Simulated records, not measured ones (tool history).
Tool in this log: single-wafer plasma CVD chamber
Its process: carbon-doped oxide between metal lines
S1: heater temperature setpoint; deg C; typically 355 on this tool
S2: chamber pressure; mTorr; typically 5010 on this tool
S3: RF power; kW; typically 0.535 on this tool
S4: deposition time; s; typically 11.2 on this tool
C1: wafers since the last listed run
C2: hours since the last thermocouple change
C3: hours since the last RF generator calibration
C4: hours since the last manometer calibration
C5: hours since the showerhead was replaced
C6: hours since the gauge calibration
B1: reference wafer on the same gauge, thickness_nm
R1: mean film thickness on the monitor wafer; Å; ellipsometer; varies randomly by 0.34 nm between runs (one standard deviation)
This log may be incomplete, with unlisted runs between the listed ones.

run,hour,S1,S2,S3,S4,C1,C2,C3,C4,C5,C6,B1,R1
1,0.0,355,5010,0.535,11.2,0,1540.9,1312.4,806.6,4532.3,84.7,57.895,570.80
2,57.6,355,5010,0.535,11.2,902,1598.5,1370.0,864.2,4589.9,142.3,57.775,565.33
3,99.3,355,5010,0.535,11.2,653,1640.2,1411.7,905.9,4631.6,184.0,58.076,573.85
4,183.7,355,5010,0.575,11.2,1322,1724.6,1496.1,990.3,4716.0,268.4,57.922,600.49
5,282.4,355,6010,0.535,10.5,1545,1823.3,1594.8,1089.0,4814.7,367.1,57.850,546.12
6,385.4,355,6010,0.535,10.5,1613,1926.3,1697.8,1192.0,4917.7,470.1,57.879,547.96
# hour 443.0: thermocouple changed; heater temperature recalibrated
7,443.5,355,6010,0.535,10.5,784,0.5,1755.9,1250.1,4975.8,528.2,57.949,540.20
8,530.1,349,5820,0.535,11.2,1356,87.1,1842.5,1336.7,5062.4,614.8,57.892,579.93
# hour 600.9: showerhead replaced
9,614.9,349,5820,0.535,11.2,1202,171.9,1927.3,1421.5,14.0,699.6,57.702,584.16
10,674.4,355,4570,0.590,11.2,931,231.4,1986.8,1481.0,73.5,759.1,57.890,600.71
# hour 690.3: gauge calibrated
# hour 753.1: RF generator calibrated
11,777.8,361,4110,0.440,9.0,1494,334.8,24.7,1584.4,176.9,87.5,57.911,387.52
12,817.2,355,5010,0.535,11.2,617,374.2,64.1,1623.8,216.3,126.9,57.701,590.22
13,924.3,355,5010,0.535,11.2,1677,481.3,171.2,1730.9,323.4,234.0,57.881,588.25
# hour 977.7: capacitance manometer re-zeroed and calibrated
14,1025.0,355,5010,0.570,9.8,1452,582.0,271.9,47.3,424.1,334.7,58.035,538.20
15,1101.5,360,4350,0.595,9.9,1198,658.5,348.4,123.8,500.6,411.2,57.901,539.15
16,1143.8,355,3790,0.535,11.2,662,700.8,390.7,166.1,542.9,453.5,58.017,559.39
17,1251.1,355,5010,0.465,11.2,1680,808.1,498.0,273.4,650.2,560.8,57.830,507.05
18,1350.2,355,5790,0.535,13.3,1552,907.2,597.1,372.5,749.3,659.9,57.904,698.09

Some steps in R1, run to run, broken into two amounts with sign: the step expected even without the hidden condition (settings, incoming material, random variation), and the rest, left for the hidden condition together with whatever gauge scatter is not in both the measured and the hidden-condition-free result:
What the log doesn't record here: wafer temperature above the value expected at the setpoint (K); delivered RF power above the setpoint (%); true pressure above the setpoint (%); gauge reads high (%).
Run 10 -> 11: S1 355 -> 361, S2 4570 -> 4110, S3 0.590 -> 0.440, S4 11.2 -> 9.0, gauge calibrated, RF generator calibrated. R1 -213.19 Å: hidden state +28.57, all else -241.76.

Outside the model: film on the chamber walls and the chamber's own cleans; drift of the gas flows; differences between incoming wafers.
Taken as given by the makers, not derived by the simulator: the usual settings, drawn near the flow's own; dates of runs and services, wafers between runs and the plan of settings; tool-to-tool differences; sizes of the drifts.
